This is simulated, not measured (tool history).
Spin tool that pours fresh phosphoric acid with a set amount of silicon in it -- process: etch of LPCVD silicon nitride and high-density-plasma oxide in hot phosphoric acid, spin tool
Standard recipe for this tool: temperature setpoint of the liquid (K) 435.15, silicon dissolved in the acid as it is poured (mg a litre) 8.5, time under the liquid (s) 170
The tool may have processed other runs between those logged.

run,hour,temperature setpoint of the liquid (K),silicon dissolved in the acid as it is poured (mg a litre),time under the liquid (s),wafers since the last listed run,hours since the thermometer was replaced,hours since the dissolved silicon flow meter was replaced,hours since the heated supply line was repaired,hours since the gauge calibration,"read-back film thickness of the LPCVD silicon nitride reference wafer, read on the same gauge (nm)","read-back film thickness of the high-density-plasma oxide reference wafer, read on the same gauge (nm)",thickness taken off the LPCVD silicon nitride on a monitor wafer (nm),thickness taken off the high-density-plasma oxide on a monitor wafer (nm)
1,0,435.15,8.5,170,0,1759.3,580.1,508,157.5,128,59.077,14.7,0.922
2,70.8,435.15,8.5,170,535,1830.1,650.9,578.8,228.3,127.49,58.883,14.74,0.924
3,110.3,435.15,8.5,90,298,1869.6,690.4,618.3,267.8,127.28,58.749,7.8,0.476
4,301.8,435.15,8.5,170,1447,2061.1,881.9,809.8,459.3,126.62,58.456,14.45,0.861
5,328.5,435.15,8.5,170,201,2087.8,908.6,836.5,486,126.56,58.371,14.55,0.897
# hour 338: dissolved silicon flow meter replaced
6,377,434.65,8.5,170,359,2136.3,39,885,534.5,126.46,58.332,14.36,0.923
7,443.8,434.65,8.5,170,505,2203.1,105.8,951.8,601.3,126.38,58.347,14.33,0.887
# hour 464: heated supply line repaired
8,474.4,434.65,8.5,170,223,2233.7,136.4,10.4,631.9,126.32,58.26,14.24,0.861
9,532.3,435.15,8.5,170,437,2291.6,194.3,68.3,689.8,126.25,58.28,14.5,0.881
10,567.4,435.15,8.5,170,265,2326.7,229.4,103.4,724.9,126.24,58.318,14.7,0.881
# hour 634.5: gauge calibrated
11,637.5,435.15,8.5,170,530,2396.8,299.5,173.5,3,130.34,60.205,14.89,0.869

For run 12, what comes out?
12,682.2,435.15,10.5,170,337,2441.5,344.2,218.2,47.7,?,?,?,?

{"run 12": {"read-back film thickness of the LPCVD silicon nitride reference wafer, read on the same gauge (nm)": 129.7, "read-back film thickness of the high-density-plasma oxide reference wafer, read on the same gauge (nm)": 59.875, "thickness taken off the LPCVD silicon nitride on a monitor wafer (nm)": 15.01, "thickness taken off the high-density-plasma oxide on a monitor wafer (nm)": 0.895}}
On a tool with no hidden condition, and with the same random variation, this run would have come out at thickness taken off the LPCVD silicon nitride on a monitor wafer (nm) 15.04, thickness taken off the high-density-plasma oxide on a monitor wafer (nm) 0.897.

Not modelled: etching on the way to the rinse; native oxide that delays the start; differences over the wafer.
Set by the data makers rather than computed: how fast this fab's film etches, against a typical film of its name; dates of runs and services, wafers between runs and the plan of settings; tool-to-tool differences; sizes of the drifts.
